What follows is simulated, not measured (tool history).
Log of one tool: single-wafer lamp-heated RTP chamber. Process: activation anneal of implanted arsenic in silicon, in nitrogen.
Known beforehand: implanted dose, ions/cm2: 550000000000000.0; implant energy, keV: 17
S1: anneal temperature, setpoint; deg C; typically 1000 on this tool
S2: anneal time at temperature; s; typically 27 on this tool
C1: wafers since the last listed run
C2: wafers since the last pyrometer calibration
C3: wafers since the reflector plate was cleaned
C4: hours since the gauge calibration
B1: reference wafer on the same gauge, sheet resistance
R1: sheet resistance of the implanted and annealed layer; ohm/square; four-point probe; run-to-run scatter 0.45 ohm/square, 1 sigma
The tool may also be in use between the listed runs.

run     day    S1  S2    C1    C2    C3      C4      B1      R1
  1       0  1000  27     0  1849   775  1394.3  201.73  184.39
  2  11.379  1000  27  4218  6068  4994  1667.4  201.93  183.97
  3  13.617  1000  27   829  6897  5823  1721.1  201.88  184.53
  4  17.138  1009  27  1305  8202  7129  1805.6  201.99   182.2
     17.871  -- reflector plate cleaned
     18.417  -- pyrometer window cleaned and pyrometer calibrated
  5  19.838  1009  27   753   526   606  1870.4  201.75  181.99
  6  22.675  1009  27  1052  1578  1658  1938.5  201.87  183.61
  7  25.221  1000  27   943  2522  2601  1999.6  201.87  184.62
  8  26.729  1000  27   559  3081  3161  2035.8  201.94  184.32
  9  29.938  1000  27  1189  4270  4350  2112.8  201.97  184.18
 10  34.342  1000  27  1632  5903  5983  2218.5  202.04  183.49
 11  36.046  1000  27   631  6535  6615  2259.4  201.99  184.64
     37.021  -- pyrometer window cleaned and pyrometer calibrated
     38.342  -- reflector plate cleaned
 12  39.046  1000  27   865   626   261  2331.4     202  184.19
     43.071  -- gauge calibrated
 13  43.529  1000  31  1662  2288  1923      11  201.94  182.64
 14  46.133  1000  31   965  3254  2888    73.5  202.08  182.88
 15  49.354  1000  31  1194  4448  4082   150.8  201.86  184.19
 16  53.342  1000  27  1478  5927  5561   246.5  202.16  183.21
     57.688  -- reflector plate cleaned
 17  57.708  1028  34  1495  7422     7   351.3  201.98  177.53
     58.862  -- pyrometer window cleaned and pyrometer calibrated
 18  62.438  1000  27  1629  1325  1637   464.8     202  183.83
 19  64.067  1000  20   604  1929  2241   503.9  202.01  186.45
 20  66.458  1000  27   886  2815  3127   561.3  202.09  184.94
 21  68.612  1000  27   798  3614  3926     613  202.11  184.24
 22      72  1021  40  1255  4870  5182   694.3  201.91   177.4
 23  74.921  1027  17  1082  5953  6265   764.4  201.95  182.76

What will run 24 give?
 24  77.388  1021  18  914  6868  7179  823.6   ?   ?

Run 24 came out at B1 201.87, R1 183.45 ohm/square.
With no hidden state in the tool, this same run would have given R1 183.45 ohm/square.
